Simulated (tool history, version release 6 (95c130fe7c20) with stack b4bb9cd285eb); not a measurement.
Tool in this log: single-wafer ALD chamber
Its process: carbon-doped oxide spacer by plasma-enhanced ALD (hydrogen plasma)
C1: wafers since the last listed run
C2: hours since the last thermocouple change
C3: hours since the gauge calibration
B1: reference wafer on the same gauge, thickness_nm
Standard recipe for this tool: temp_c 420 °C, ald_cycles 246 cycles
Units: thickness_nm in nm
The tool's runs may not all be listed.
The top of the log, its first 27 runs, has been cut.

Run 28, hour 1344.4: usual settings but temp_c 413 °C, ald_cycles 231 cycles; C1 68; C2 411.5; C3 168.4; B1 10.803. Result: thickness_nm 9.904 nm.
Run 29, hour 1410.8: usual settings but temp_c 428 °C; C1 103; C2 477.9; C3 234.8; B1 10.801. Result: thickness_nm 10.140 nm.
Run 30, hour 1449.5: usual settings but ald_cycles 269 cycles; C1 60; C2 516.6; C3 273.5; B1 10.800. Result: thickness_nm 11.289 nm.
Run 31, hour 1474.0: usual settings but temp_c 410 °C; C1 38; C2 541.1; C3 298.0; B1 10.802. Result: thickness_nm 10.595 nm.
Run 32, hour 1534.9: usual settings; C1 94; C2 602.0; C3 358.9; B1 10.794. Result: thickness_nm 10.322 nm.
Run 33, hour 1574.8: usual settings but temp_c 415 °C, ald_cycles 283 cycles; C1 62; C2 641.9; C3 398.8; B1 10.807. Result: thickness_nm 12.067 nm.
Run 34, hour 1621.1: usual settings but temp_c 408 °C, ald_cycles 265 cycles; C1 72; C2 688.2; C3 445.1; B1 10.814. Result: thickness_nm 11.579 nm.
Run 35, hour 1684.3: usual settings but temp_c 431 °C; C1 98; C2 751.4; C3 508.3; B1 10.803. Result: thickness_nm 10.105 nm.
Run 36, hour 1727.5: usual settings but temp_c 426 °C, ald_cycles 223 cycles; C1 67; C2 794.6; C3 551.5; B1 10.803. Result: thickness_nm 9.255 nm.
Run 37, hour 1772.3: usual settings but temp_c 429 °C; C1 69; C2 839.4; C3 596.3; B1 10.803. Result: thickness_nm 10.141 nm.
Run 38, hour 1796.7: usual settings; C1 37; C2 863.8; C3 620.7; B1 10.808. Result: thickness_nm 10.356 nm.
Run 39, hour 1830.7: usual settings but temp_c 405 °C, ald_cycles 266 cycles; C1 52; C2 897.8; C3 654.7; B1 10.807. Result: thickness_nm 11.664 nm.
Run 40, hour 1859.6: usual settings; C1 44; C2 926.7; C3 683.6; B1 10.798. Result: thickness_nm 10.383 nm.

Predict each of these 4 candidate next runs independently; none follows another, all start after run 40:
Run A, hour 1860.4: usual settings; C1 1; C2 927.5; C3 684.4; B1 ?. Result: thickness_nm ?.
Run B, hour 1860.4: usual settings but temp_c 428 °C, ald_cycles 206 cycles; C1 1; C2 927.5; C3 684.4; B1 ?. Result: thickness_nm ?.
Run C, hour 1860.4: usual settings but temp_c 431 °C, ald_cycles 269 cycles; C1 1; C2 927.5; C3 684.4; B1 ?. Result: thickness_nm ?.
Run D, hour 1860.4: usual settings but temp_c 434 °C, ald_cycles 211 cycles; C1 1; C2 927.5; C3 684.4; B1 ?. Result: thickness_nm ?.

run      B1  thickness_nm
  A  10.794        10.353
  B  10.794         8.477
  C  10.794        10.974
  D  10.794         8.534
With no hidden state in the tool, these same runs would have given:
run  thickness_nm
  A        10.265
  B         8.403
  C        10.878
  D         8.458

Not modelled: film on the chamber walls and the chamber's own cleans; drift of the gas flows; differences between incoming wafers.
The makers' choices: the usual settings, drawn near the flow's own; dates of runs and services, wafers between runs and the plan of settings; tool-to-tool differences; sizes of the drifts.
